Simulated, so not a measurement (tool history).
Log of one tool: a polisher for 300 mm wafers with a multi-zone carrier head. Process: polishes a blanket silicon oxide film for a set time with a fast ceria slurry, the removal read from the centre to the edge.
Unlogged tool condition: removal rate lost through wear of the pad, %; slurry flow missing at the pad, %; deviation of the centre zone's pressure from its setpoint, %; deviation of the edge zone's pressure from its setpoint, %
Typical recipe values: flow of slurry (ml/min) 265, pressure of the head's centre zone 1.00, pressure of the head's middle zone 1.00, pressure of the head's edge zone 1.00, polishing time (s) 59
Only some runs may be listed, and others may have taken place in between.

run    hour  flow of slurry (ml/min)  pressure of the head's centre zone  pressure of the head's middle zone  pressure of the head's edge zone  polishing time (s)  wafers since the last listed run  wafers polished on this pad  hours since the slurry nozzle was cleaned  hours since the centre zone pressure was calibrated  hours since the edge zone pressure was calibrated  hours since the carrier head's membrane was replaced  incoming thickness of the incoming film, nm  film removed at the wafer's centre (nm)  film removed at mid-radius (nm)  film removed at the wafer's edge (nm)
  1     0.0                      340                                1.00                                1.00                              0.91                  77                                 0                          454                                      154.5                                                347.4                                              569.6                                                 841.0                                       3465.4                                   1147.0                           1141.7                                 1104.1
  2    91.2                      265                                1.00                                0.91                              1.00                  71                               975                         1429                                      245.7                                                438.6                                              660.8                                                 932.2                                       3478.5                                   1022.1                            949.6                                 1013.3
  3   136.1                      265                                1.00                                1.00                              1.00                  59                               480                         1910                                      290.6                                                483.5                                              705.7                                                 977.1                                       3492.5                                    863.3                            844.5                                  830.0
  4   184.4                      265                                0.94                                1.00                              1.10                  67                               516                         2426                                      338.9                                                531.8                                              754.0                                                1025.4                                       3425.2                                    924.7                            971.9                                  986.9
      232.0  -- carrier head's membrane replaced by a new one
  5   248.6                      265                                1.00                                1.04                              0.92                  71                               633                         3060                                      403.1                                                596.0                                              818.2                                                  16.6                                       3427.4                                   1060.4                           1069.5                                  980.1
  6   329.4                      265                                1.00                                0.91                              0.97                  59                               864                         3924                                      483.9                                                676.8                                              899.0                                                  97.4                                       3450.6                                    863.4                            779.6                                  832.4
  7   384.8                      265                                1.00                                0.95                              1.00                  59                               592                         4517                                      539.3                                                732.2                                              954.4                                                 152.8                                       3449.5                                    863.2                            821.5                                  848.3
      398.7  -- centre zone pressure recalibrated
  8   649.4                      355                                1.00                                1.09                              1.00                  45                              2809                         7327                                      803.9                                                250.7                                             1219.0                                                 417.4                                       3411.0                                    696.2                            724.6                                  657.2
  9   695.3                      220                                0.89                                1.00                              0.94                  46                               491                         7818                                      849.8                                                296.6                                             1264.9                                                 463.3                                       3473.0                                    596.4                            649.0                                  636.1
      704.6  -- slurry nozzle cleaned
 10   740.1                      265                                1.00                                1.00                              1.05                  59                               468                         8287                                       35.5                                                341.4                                             1309.7                                                 508.1                                       3485.3                                    857.5                            846.2                                  853.0
 11   833.7                      340                                1.00                                1.00                              1.00                  42                              1001                         9288                                      129.1                                                435.0                                             1403.3                                                 601.7                                       3513.5                                    613.7                            620.1                                  601.3
      874.1  -- worn pad replaced by a new one
      908.1  -- edge zone pressure recalibrated
 12   925.4                      355                                0.91                                1.05                              1.00                  69                               916                          526                                      220.8                                                526.7                                               17.3                                                 693.4                                       3479.8                                    941.6                           1058.8                                 1003.4
 13   992.6                      265                                1.00                                1.07                              1.00                  59                               718                         1245                                      288.0                                                593.9                                               84.5                                                 760.6                                       3460.4                                    858.9                            904.2                                  836.2
 14  1088.7                      225                                1.00                                0.96                              0.89                  59                              1028                         2274                                      384.1                                                690.0                                              180.6                                                 856.7                                       3443.0                                    837.9                            804.6                                  812.4
     1115.3  -- centre zone pressure recalibrated
 15  1129.4                      265                                0.89                                0.96                              1.00                  40                               414                         2688                                      424.8                                                 14.1                                              221.3                                                 897.4                                       3456.0                                    521.8                            556.6                                  565.0
 16  1171.6                      295                                1.00                                1.00                              1.09                  59                               451                         3139                                      467.0                                                 56.3                                              263.5                                                 939.6                                       3474.1                                    875.3                            855.6                                  873.3
 17  1263.0                      265                                1.00                                1.00                              1.05                  59                               977                         4117                                      558.4                                                147.7                                              354.9                                                1031.0                                       3487.5                                    846.1                            870.4                                  850.9
     1282.7  -- carrier head's membrane replaced by a new one
 18  1339.5                      265                                1.00                                1.00                              1.00                  41                               765                         4882                                      634.9                                                224.2                                              431.4                                                  56.8                                       3455.6                                    593.4                            599.9                                  591.8
 19  1377.8                      265                                0.93                                1.00                              1.00                  59                               409                         5292                                      673.2                                                262.5                                              469.7                                                  95.1                                       3457.1                                    785.3                            855.3                                  846.8
 20  1456.9                      265                                1.00                                1.00                              1.00                  59                               846                         6138                                      752.3                                                341.6                                              548.8                                                 174.2                                       3484.1                                    856.5                            842.3                                  836.6
     1609.4  -- slurry nozzle cleaned
     1759.6  -- worn pad replaced by a new one
 21  1773.2                      265                                1.00                                1.00                              0.91                  59                              3330                          145                                      163.8                                                657.9                                              865.1                                                 490.5                                       3469.4                                    874.4                            843.7                                  827.7

Hidden condition of the tool, last listed run before each entry between runs versus first listed run after:
Between runs 4 and 5: carrier head's membrane replaced by a new one (hour 232.0)
  no difference in the tool's unlogged condition between these two runs
Between runs 7 and 8: centre zone pressure recalibrated (hour 398.7)
  no difference in the tool's unlogged condition between these two runs
Between runs 9 and 10: slurry nozzle cleaned (hour 704.6)
  no difference in the tool's unlogged condition between these two runs
Between runs 11 and 12: worn pad replaced by a new one (hour 874.1); edge zone pressure recalibrated (hour 908.1)
  no difference in the tool's unlogged condition between these two runs
Between runs 14 and 15: centre zone pressure recalibrated (hour 1115.3)
  no difference in the tool's unlogged condition between these two runs
Between runs 17 and 18: carrier head's membrane replaced by a new one (hour 1282.7)
  no difference in the tool's unlogged condition between these two runs
Between runs 20 and 21: slurry nozzle cleaned (hour 1609.4); worn pad replaced by a new one (hour 1759.6)
  no difference in the tool's unlogged condition between these two runs

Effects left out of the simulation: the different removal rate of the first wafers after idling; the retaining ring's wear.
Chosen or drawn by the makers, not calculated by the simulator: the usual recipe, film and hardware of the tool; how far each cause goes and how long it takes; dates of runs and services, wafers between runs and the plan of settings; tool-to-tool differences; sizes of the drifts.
